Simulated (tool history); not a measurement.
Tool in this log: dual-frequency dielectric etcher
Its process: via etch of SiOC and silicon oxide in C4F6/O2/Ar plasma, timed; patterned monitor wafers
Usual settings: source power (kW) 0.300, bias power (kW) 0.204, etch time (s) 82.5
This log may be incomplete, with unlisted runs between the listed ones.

| run | hour | source power (kW) | bias power (kW) | etch time (s) | read-back reference wafer on the same gauge, depth_nm | mean etch depth across the wafer (angstrom) |
|---|---|---|---|---|---|---|
| 1 | 0.0 | 0.300 | 0.204 | 90.5 | 101.2 | 1011 |
| 2 | 54.3 | 0.300 | 0.204 | 90.5 | 101.3 | 1013 |
| 3 | 117.3 | 0.330 | 0.204 | 82.5 | 101.3 | 972 |
| 4 | 145.1 | 0.330 | 0.204 | 82.5 | 101.1 | 977 |
| 5 | 193.5 | 0.330 | 0.204 | 82.5 | 101.3 | 987 |
| 6 | 257.9 | 0.340 | 0.204 | 82.5 | 101.2 | 1000 |
| 7 | 322.4 | 0.340 | 0.226 | 82.5 | 101.2 | 1042 |
| 8 | 390.3 | 0.340 | 0.226 | 82.5 | 101.2 | 1049 |
| 9 | 438.2 | 0.340 | 0.226 | 82.5 | 101.3 | 1052 |
| 10 | 463.7 | 0.300 | 0.204 | 82.5 | 101.1 | 954 |
|  | 513.6 | wet clean of the chamber |
| 11 | 514.1 | 0.300 | 0.204 | 82.5 | 101.0 | 923 |

Run 12 has not been measured yet. What should we expect?
| 12 | 572.8 | 0.300 | 0.177 | 82.5 | ? | ? |

read-back reference wafer on the same gauge, depth_nm: 101.3
mean etch depth across the wafer (angstrom): 876
With the hidden condition absent and the run-to-run variation left alone, this run would have shown mean etch depth across the wafer (angstrom) 868.

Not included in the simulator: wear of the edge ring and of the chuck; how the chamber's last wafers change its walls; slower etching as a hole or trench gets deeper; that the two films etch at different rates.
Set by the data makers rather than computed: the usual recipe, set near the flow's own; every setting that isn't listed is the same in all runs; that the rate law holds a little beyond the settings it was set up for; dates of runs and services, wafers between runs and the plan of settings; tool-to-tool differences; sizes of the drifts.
